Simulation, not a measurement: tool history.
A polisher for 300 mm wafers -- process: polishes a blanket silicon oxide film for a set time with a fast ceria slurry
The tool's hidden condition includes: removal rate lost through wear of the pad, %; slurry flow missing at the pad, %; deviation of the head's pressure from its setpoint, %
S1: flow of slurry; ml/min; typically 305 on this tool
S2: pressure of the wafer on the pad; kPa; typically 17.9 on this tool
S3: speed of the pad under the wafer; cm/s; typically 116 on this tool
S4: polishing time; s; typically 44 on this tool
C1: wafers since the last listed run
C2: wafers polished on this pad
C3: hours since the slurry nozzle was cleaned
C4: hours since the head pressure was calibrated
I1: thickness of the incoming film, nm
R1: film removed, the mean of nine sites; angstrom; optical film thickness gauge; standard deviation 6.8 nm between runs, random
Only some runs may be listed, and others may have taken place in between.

run 1 day=0 | S1=305 S2=17.9 S3=116 S4=44 | C1=0 C2=1713 C3=263.8 C4=561.9 | I1=2925.6 | R1=6294
run 2 day=2.692 | S1=305 S2=17.9 S3=116 S4=44 | C1=745 C2=2459 C3=328.4 C4=626.5 | I1=2951.3 | R1=6314
run 3 day=6.633 | S1=305 S2=17.9 S3=116 S4=44 | C1=1092 C2=3551 C3=423 C4=721.1 | I1=2969.3 | R1=6208
-- day=8.471 head pressure recalibrated
run 4 day=9.529 | S1=305 S2=17.9 S3=116 S4=44 | C1=779 C2=4331 C3=492.5 C4=25.4 | I1=2911.3 | R1=6042
run 5 day=11.85 | S1=305 S2=14.5 S3=104 S4=44 | C1=643 C2=4974 C3=548.2 C4=81.1 | I1=2913.5 | R1=4844
run 6 day=14.558 | S1=305 S2=14.5 S3=104 S4=44 | C1=750 C2=5724 C3=613.2 C4=146.1 | I1=2947.9 | R1=4811
-- day=17.508 slurry nozzle cleaned
run 7 day=17.608 | S1=305 S2=17.9 S3=116 S4=44 | C1=833 C2=6558 C3=2.4 C4=219.3 | I1=2930.1 | R1=6500
run 8 day=20.946 | S1=305 S2=17.9 S3=116 S4=44 | C1=924 C2=7483 C3=82.5 C4=299.4 | I1=3001 | R1=6422
run 9 day=23.717 | S1=305 S2=17.9 S3=116 S4=44 | C1=767 C2=8251 C3=149 C4=365.9 | I1=2916.6 | R1=6267
run 10 day=25.762 | S1=250 S2=17.9 S3=116 S4=44 | C1=566 C2=8817 C3=198.1 C4=415 | I1=2926.2 | R1=6112
-- day=28.208 worn pad replaced by a new one
run 11 day=28.229 | S1=250 S2=17.9 S3=116 S4=44 | C1=637 C2=5 C3=257.3 C4=474.2 | I1=2931.5 | R1=6153
run 12 day=32.321 | S1=305 S2=17.9 S3=116 S4=44 | C1=1133 C2=1139 C3=355.5 C4=572.4 | I1=2957.5 | R1=6075
run 13 day=33.838 | S1=305 S2=17.9 S3=116 S4=44 | C1=420 C2=1559 C3=391.9 C4=608.8 | I1=2971.5 | R1=6327
run 14 day=37.658 | S1=305 S2=17.9 S3=116 S4=44 | C1=1058 C2=2618 C3=483.6 C4=700.5 | I1=2946.7 | R1=6138
run 15 day=41.4 | S1=240 S2=20.7 S3=80 S4=57 | C1=1036 C2=3655 C3=573.4 C4=790.3 | I1=2909.1 | R1=6282
-- day=43.029 head pressure recalibrated
run 16 day=45.896 | S1=240 S2=20.7 S3=80 S4=57 | C1=1222 C2=4878 C3=681.3 C4=68.8 | I1=2891.2 | R1=6229
run 17 day=49.246 | S1=305 S2=17.9 S3=116 S4=57 | C1=928 C2=5806 C3=761.7 C4=149.2 | I1=2957.9 | R1=8077
-- day=52.071 slurry nozzle cleaned
run 18 day=52.904 | S1=305 S2=17.9 S3=116 S4=30 | C1=1002 C2=6808 C3=20 C4=237 | I1=2954.6 | R1=4442
-- day=54.642 worn pad replaced by a new one
run 19 day=55.204 | S1=335 S2=17.9 S3=150 S4=54 | C1=591 C2=156 C3=75.2 C4=292.2 | I1=2959.6 | R1=9896
run 20 day=58.404 | S1=355 S2=17.9 S3=84 S4=58 | C1=886 C2=1042 C3=152 C4=369 | I1=2953.9 | R1=6566
run 21 day=61.471 | S1=305 S2=15.2 S3=116 S4=40 | C1=849 C2=1892 C3=225.6 C4=442.6 | I1=2929.2 | R1=5126
run 22 day=63.617 | S1=395 S2=17.9 S3=116 S4=44 | C1=594 C2=2487 C3=277.1 C4=494.1 | I1=2938.8 | R1=6519
run 23 day=68.783 | S1=220 S2=14.5 S3=140 S4=44 | C1=1431 C2=3918 C3=401.1 C4=618.1 | I1=2928 | R1=5824
run 24 day=70.679 | S1=355 S2=17.9 S3=84 S4=58 | C1=525 C2=4444 C3=446.6 C4=663.6 | I1=2968.4 | R1=6542
run 25 day=74.292 | S1=355 S2=17.9 S3=156 S4=37 | C1=1001 C2=5445 C3=533.3 C4=750.3 | I1=2911.1 | R1=6699
run 26 day=76.629 | S1=380 S2=22.8 S3=104 S4=44 | C1=647 C2=6092 C3=589.4 C4=806.4 | I1=2920.7 | R1=6824
run 27 day=80.175 | S1=395 S2=20 S3=138 S4=54 | C1=982 C2=7075 C3=674.5 C4=891.5 | I1=2962.9 | R1=9644
-- day=81.504 slurry nozzle cleaned
-- day=81.692 head pressure recalibrated
run 28 day=83.646 | S1=215 S2=13.8 S3=96 S4=57 | C1=927 C2=8002 C3=51.4 C4=46.9 | I1=2989.5 | R1=5839
run 29 day=86.575 | S1=380 S2=16.5 S3=116 S4=55 | C1=811 C2=8814 C3=121.7 C4=117.2 | I1=2936.4 | R1=7835
-- day=89.275 worn pad replaced by a new one
run 30 day=90.85 | S1=305 S2=17.9 S3=116 S4=44 | C1=1138 C2=436 C3=224.3 C4=219.8 | I1=2930.4 | R1=6378
run 31 day=93.217 | S1=305 S2=17.9 S3=116 S4=32 | C1=655 C2=1092 C3=281.1 C4=276.6 | I1=2917 | R1=4561
run 32 day=95.571 | S1=305 S2=24.1 S3=116 S4=44 | C1=652 C2=1744 C3=337.6 C4=333.1 | I1=2957.3 | R1=7813
run 33 day=97.446 | S1=305 S2=17.9 S3=116 S4=44 | C1=519 C2=2264 C3=382.6 C4=378.1 | I1=2938.7 | R1=6150
run 34 day=100.333 | S1=305 S2=13.8 S3=116 S4=39 | C1=800 C2=3064 C3=451.9 C4=447.4 | I1=2955 | R1=4551
run 35 day=103.938 | S1=220 S2=22.8 S3=116 S4=33 | C1=998 C2=4062 C3=538.4 C4=533.9 | I1=2963.7 | R1=5097
run 36 day=108.179 | S1=305 S2=17.9 S3=116 S4=44 | C1=1175 C2=5238 C3=640.2 C4=635.7 | I1=2939.4 | R1=6055
-- day=113.05 slurry nozzle cleaned
run 37 day=113.654 | S1=305 S2=17.9 S3=116 S4=44 | C1=1505 C2=6743 C3=14.5 C4=767.1 | I1=2941.7 | R1=6400

The same runs without the tool's hidden state, with the same run-to-run variation:
run=1 R1=6600
run=2 R1=6674
run=3 R1=6625
run=4 R1=6483
run=5 R1=5217
run=6 R1=5199
run=7 R1=6507
run=8 R1=6514
run=9 R1=6423
run=10 R1=6353
run=11 R1=6456
run=12 R1=6383
run=13 R1=6670
run=14 R1=6514
run=15 R1=6824
run=16 R1=6803
run=17 R1=8669
run=18 R1=4467
run=19 R1=10032
run=20 R1=6722
run=21 R1=5325
run=22 R1=6745
run=23 R1=6314
run=24 R1=6892
run=25 R1=7091
run=26 R1=7212
run=27 R1=10198
run=28 R1=5929
run=29 R1=7973
run=30 R1=6619
run=31 R1=4767
run=32 R1=8216
run=33 R1=6495
run=34 R1=4833
run=35 R1=5591
run=36 R1=6497
run=37 R1=6421

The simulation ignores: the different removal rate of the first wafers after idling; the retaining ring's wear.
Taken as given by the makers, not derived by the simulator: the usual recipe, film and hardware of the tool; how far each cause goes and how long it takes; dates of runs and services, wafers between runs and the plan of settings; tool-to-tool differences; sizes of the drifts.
